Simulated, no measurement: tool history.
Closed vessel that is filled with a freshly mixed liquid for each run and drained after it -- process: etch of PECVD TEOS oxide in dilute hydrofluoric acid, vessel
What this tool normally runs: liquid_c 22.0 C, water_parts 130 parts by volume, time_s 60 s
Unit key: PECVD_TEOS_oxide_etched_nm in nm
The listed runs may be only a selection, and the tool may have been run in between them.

| run | hour | liquid_c | water_parts | time_s | wafers since the last listed run | hours since the thermometer was replaced | hours since the hydrofluoric acid flow meter was replaced | hours since the gauge calibration | read-back film thickness of the PECVD TEOS oxide reference wafer, read on the same gauge (nm) | PECVD_TEOS_oxide_etched_nm |
|---|---|---|---|---|---|---|---|---|---|---|
| 1 | 0.0 | 20.5 | 130 | 60 | 0 | 2129.0 | 1935.1 | 221.6 | 130.01 | 4.52 |
| 2 | 9.8 | 22.0 | 130 | 60 | 1017 | 2138.8 | 1944.9 | 231.4 | 130.01 | 4.81 |
| 3 | 19.4 | 22.0 | 130 | 60 | 996 | 2148.4 | 1954.5 | 241.0 | 130.00 | 4.82 |
| 4 | 27.1 | 22.0 | 130 | 35 | 799 | 2156.1 | 1962.2 | 248.7 | 129.99 | 2.81 |
| 5 | 39.3 | 22.0 | 130 | 35 | 1266 | 2168.3 | 1974.4 | 260.9 | 129.99 | 2.79 |
| 6 | 46.6 | 22.0 | 130 | 60 | 758 | 2175.6 | 1981.7 | 268.2 | 130.01 | 4.79 |
| 7 | 62.8 | 22.0 | 130 | 60 | 1682 | 2191.8 | 1997.9 | 284.4 | 129.99 | 4.82 |
| 8 | 72.1 | 22.0 | 130 | 60 | 965 | 2201.1 | 2007.2 | 293.7 | 130.00 | 4.80 |
| 9 | 84.8 | 22.0 | 130 | 60 | 1318 | 2213.8 | 2019.9 | 306.4 | 130.00 | 4.78 |
| 10 | 96.0 | 22.0 | 130 | 60 | 1163 | 2225.0 | 2031.1 | 317.6 | 130.00 | 4.79 |
| 11 | 108.5 | 22.0 | 130 | 60 | 1298 | 2237.5 | 2043.6 | 330.1 | 129.99 | 4.79 |
| 12 | 121.8 | 22.0 | 130 | 60 | 1381 | 2250.8 | 2056.9 | 343.4 | 130.00 | 4.77 |
|  | 125.4 | gauge calibrated |
| 13 | 135.7 | 22.0 | 165 | 35 | 1443 | 2264.7 | 2070.8 | 10.3 | 130.02 | 2.11 |
| 14 | 143.5 | 22.0 | 130 | 60 | 810 | 2272.5 | 2078.6 | 18.1 | 130.01 | 4.80 |
| 15 | 153.4 | 22.0 | 130 | 60 | 1028 | 2282.4 | 2088.5 | 28.0 | 130.00 | 4.76 |
| 16 | 169.3 | 22.0 | 130 | 85 | 1651 | 2298.3 | 2104.4 | 43.9 | 130.01 | 6.79 |
| 17 | 181.4 | 26.5 | 150 | 85 | 1256 | 2310.4 | 2116.5 | 56.0 | 129.99 | 6.76 |
|  | 187.7 | hydrofluoric acid flow meter replaced |
| 18 | 189.0 | 22.0 | 160 | 70 | 685 | 2318.0 | 1.3 | 63.6 | 130.01 | 4.99 |
| 19 | 205.5 | 22.0 | 95 | 85 | 1713 | 2334.5 | 17.8 | 80.1 | 130.01 | 10.98 |
| 20 | 214.4 | 22.0 | 110 | 40 | 924 | 2343.4 | 26.7 | 89.0 | 129.97 | 4.40 |
| 21 | 225.0 | 22.0 | 170 | 70 | 1100 | 2354.0 | 37.3 | 99.6 | 129.98 | 4.64 |
| 22 | 231.1 | 22.0 | 130 | 60 | 633 | 2360.1 | 43.4 | 105.7 | 130.01 | 5.43 |
| 23 | 247.6 | 22.0 | 130 | 60 | 1713 | 2376.6 | 59.9 | 122.2 | 129.98 | 5.40 |
|  | 253.5 | thermometer replaced |
| 24 | 256.2 | 22.0 | 155 | 60 | 789 | 2.7 | 68.5 | 130.8 | 130.00 | 4.45 |
| 25 | 308.3 | 22.0 | 130 | 60 | 5410 | 54.8 | 120.6 | 182.9 | 130.00 | 5.40 |
| 26 | 321.8 | 22.0 | 130 | 60 | 1401 | 68.3 | 134.1 | 196.4 | 129.99 | 5.37 |
| 27 | 329.3 | 22.0 | 130 | 80 | 778 | 75.8 | 141.6 | 203.9 | 130.00 | 7.19 |
| 28 | 335.6 | 19.0 | 130 | 60 | 654 | 82.1 | 147.9 | 210.2 | 129.99 | 4.78 |
| 29 | 350.8 | 22.0 | 95 | 85 | 1578 | 97.3 | 163.1 | 225.4 | 130.00 | 10.90 |
| 30 | 364.5 | 17.0 | 130 | 40 | 1422 | 111.0 | 176.8 | 239.1 | 130.03 | 2.93 |
| 31 | 376.7 | 22.0 | 130 | 60 | 1266 | 123.2 | 189.0 | 251.3 | 130.01 | 5.39 |

How the hidden state differs across the entries between the runs, from the last listed run before each to the first after it:
Between runs 12 and 13: gauge calibrated (hour 125.4)
  the hidden state is the same at both runs
  measured result minus the result with no hidden state, PECVD_TEOS_oxide_etched_nm: -0.67 -> -0.30 nm
Between runs 17 and 18: hydrofluoric acid flow meter replaced (hour 187.7)
  hydrofluoric acid flow below the setpoint (%): 11.1 -> 0.279
  measured result minus the result with no hidden state, PECVD_TEOS_oxide_etched_nm: -1.01 -> -0.02 nm
Between runs 23 and 24: thermometer replaced (hour 253.5)
  hydrofluoric acid flow below the setpoint (%): 0.564 -> 0.605
  measured result minus the result with no hidden state, PECVD_TEOS_oxide_etched_nm: -0.03 -> -0.03 nm
